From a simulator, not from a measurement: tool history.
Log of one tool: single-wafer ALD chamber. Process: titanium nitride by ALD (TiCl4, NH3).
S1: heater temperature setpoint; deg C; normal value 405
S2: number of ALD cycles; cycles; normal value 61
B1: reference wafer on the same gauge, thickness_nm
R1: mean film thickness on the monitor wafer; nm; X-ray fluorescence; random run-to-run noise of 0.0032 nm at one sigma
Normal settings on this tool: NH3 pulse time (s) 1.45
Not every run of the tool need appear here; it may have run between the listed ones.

run 1 hour=0.0 | S1=400 S2=61 NH3_pulse_time_(s)=1.73 | B1=1.321 | R1=1.310
run 2 hour=6.8 | S1=400 S2=61 NH3_pulse_time_(s)=1.73 | B1=1.323 | R1=1.314
run 3 hour=23.7 | S1=413 S2=61 NH3_pulse_time_(s)=1.29 | B1=1.323 | R1=1.301
run 4 hour=33.5 | S1=413 S2=61 NH3_pulse_time_(s)=1.29 | B1=1.325 | R1=1.303
run 5 hour=43.6 | S1=413 S2=61 NH3_pulse_time_(s)=1.29 | B1=1.326 | R1=1.303
run 6 hour=57.8 | S1=405 S2=61 NH3_pulse_time_(s)=1.45 | B1=1.327 | R1=1.305
run 7 hour=74.1 | S1=405 S2=61 NH3_pulse_time_(s)=1.45 | B1=1.327 | R1=1.301
run 8 hour=88.9 | S1=405 S2=61 NH3_pulse_time_(s)=1.45 | B1=1.328 | R1=1.299
-- hour=103.1 gauge calibrated
run 9 hour=105.6 | S1=405 S2=61 NH3_pulse_time_(s)=1.45 | B1=1.307 | R1=1.288
run 10 hour=116.9 | S1=405 S2=61 NH3_pulse_time_(s)=1.45 | B1=1.307 | R1=1.286
run 11 hour=127.7 | S1=414 S2=61 NH3_pulse_time_(s)=1.45 | B1=1.308 | R1=1.292
-- hour=136.1 thermocouple changed; heater temperature recalibrated
run 12 hour=136.6 | S1=414 S2=61 NH3_pulse_time_(s)=1.45 | B1=1.309 | R1=1.287
run 13 hour=147.3 | S1=414 S2=61 NH3_pulse_time_(s)=1.45 | B1=1.308 | R1=1.294
run 14 hour=154.9 | S1=405 S2=61 NH3_pulse_time_(s)=1.45 | B1=1.308 | R1=1.292
run 15 hour=165.5 | S1=405 S2=61 NH3_pulse_time_(s)=1.45 | B1=1.308 | R1=1.282
run 16 hour=181.9 | S1=405 S2=61 NH3_pulse_time_(s)=1.45 | B1=1.308 | R1=1.290
run 17 hour=188.0 | S1=405 S2=61 NH3_pulse_time_(s)=1.45 | B1=1.308 | R1=1.284
run 18 hour=205.6 | S1=405 S2=61 NH3_pulse_time_(s)=1.87 | B1=1.308 | R1=1.302
run 19 hour=213.9 | S1=413 S2=68 NH3_pulse_time_(s)=1.21 | B1=1.309 | R1=1.425
-- hour=229.9 showerhead replaced
run 20 hour=230.4 | S1=405 S2=61 NH3_pulse_time_(s)=1.45 | B1=1.309 | R1=1.290
run 21 hour=238.5 | S1=405 S2=61 NH3_pulse_time_(s)=1.45 | B1=1.309 | R1=1.289
run 22 hour=249.2 | S1=405 S2=57 NH3_pulse_time_(s)=1.45 | B1=1.309 | R1=1.198
run 23 hour=263.8 | S1=405 S2=61 NH3_pulse_time_(s)=1.45 | B1=1.309 | R1=1.288
run 24 hour=278.3 | S1=405 S2=61 NH3_pulse_time_(s)=1.45 | B1=1.311 | R1=1.288
run 25 hour=284.9 | S1=405 S2=61 NH3_pulse_time_(s)=1.76 | B1=1.310 | R1=1.304
run 26 hour=291.3 | S1=405 S2=61 NH3_pulse_time_(s)=1.45 | B1=1.310 | R1=1.293
run 27 hour=307.3 | S1=405 S2=61 NH3_pulse_time_(s)=1.45 | B1=1.311 | R1=1.292
run 28 hour=321.0 | S1=415 S2=53 NH3_pulse_time_(s)=1.08 | B1=1.312 | R1=1.110
run 29 hour=328.1 | S1=396 S2=56 NH3_pulse_time_(s)=1.99 | B1=1.311 | R1=1.195
run 30 hour=344.2 | S1=405 S2=61 NH3_pulse_time_(s)=1.45 | B1=1.312 | R1=1.289
run 31 hour=357.9 | S1=405 S2=61 NH3_pulse_time_(s)=0.92 | B1=1.313 | R1=1.257
run 32 hour=364.7 | S1=405 S2=65 NH3_pulse_time_(s)=1.45 | B1=1.313 | R1=1.379
run 33 hour=371.5 | S1=405 S2=61 NH3_pulse_time_(s)=1.84 | B1=1.315 | R1=1.312
run 34 hour=384.7 | S1=405 S2=61 NH3_pulse_time_(s)=1.45 | B1=1.313 | R1=1.292
run 35 hour=395.1 | S1=415 S2=69 NH3_pulse_time_(s)=1.65 | B1=1.315 | R1=1.481
run 36 hour=404.3 | S1=418 S2=61 NH3_pulse_time_(s)=1.22 | B1=1.315 | R1=1.291
run 37 hour=413.2 | S1=412 S2=73 NH3_pulse_time_(s)=1.45 | B1=1.315 | R1=1.554
run 38 hour=454.8 | S1=405 S2=61 NH3_pulse_time_(s)=1.45 | B1=1.317 | R1=1.299
run 39 hour=468.8 | S1=419 S2=68 NH3_pulse_time_(s)=1.71 | B1=1.318 | R1=1.467
run 40 hour=480.9 | S1=419 S2=68 NH3_pulse_time_(s)=1.71 | B1=1.318 | R1=1.465

Predict each of these 4 candidate next runs independently; none follows another, all start after run 40:
run A hour=481.4 | S1=405 S2=71 NH3_pulse_time_(s)=1.45 | B1=? | R1=?
run B hour=481.4 | S1=405 S2=73 NH3_pulse_time_(s)=0.99 | B1=? | R1=?
run C hour=481.4 | S1=405 S2=52 NH3_pulse_time_(s)=1.91 | B1=? | R1=?
run D hour=481.4 | S1=391 S2=61 NH3_pulse_time_(s)=0.95 | B1=? | R1=?

run=A B1=1.318 R1=1.506
run=B B1=1.318 R1=1.511
run=C B1=1.318 R1=1.118
run=D B1=1.318 R1=1.236
Without the tool's hidden state the same runs would have given:
run=A R1=1.496
run=B R1=1.501
run=C R1=1.111
run=D R1=1.228

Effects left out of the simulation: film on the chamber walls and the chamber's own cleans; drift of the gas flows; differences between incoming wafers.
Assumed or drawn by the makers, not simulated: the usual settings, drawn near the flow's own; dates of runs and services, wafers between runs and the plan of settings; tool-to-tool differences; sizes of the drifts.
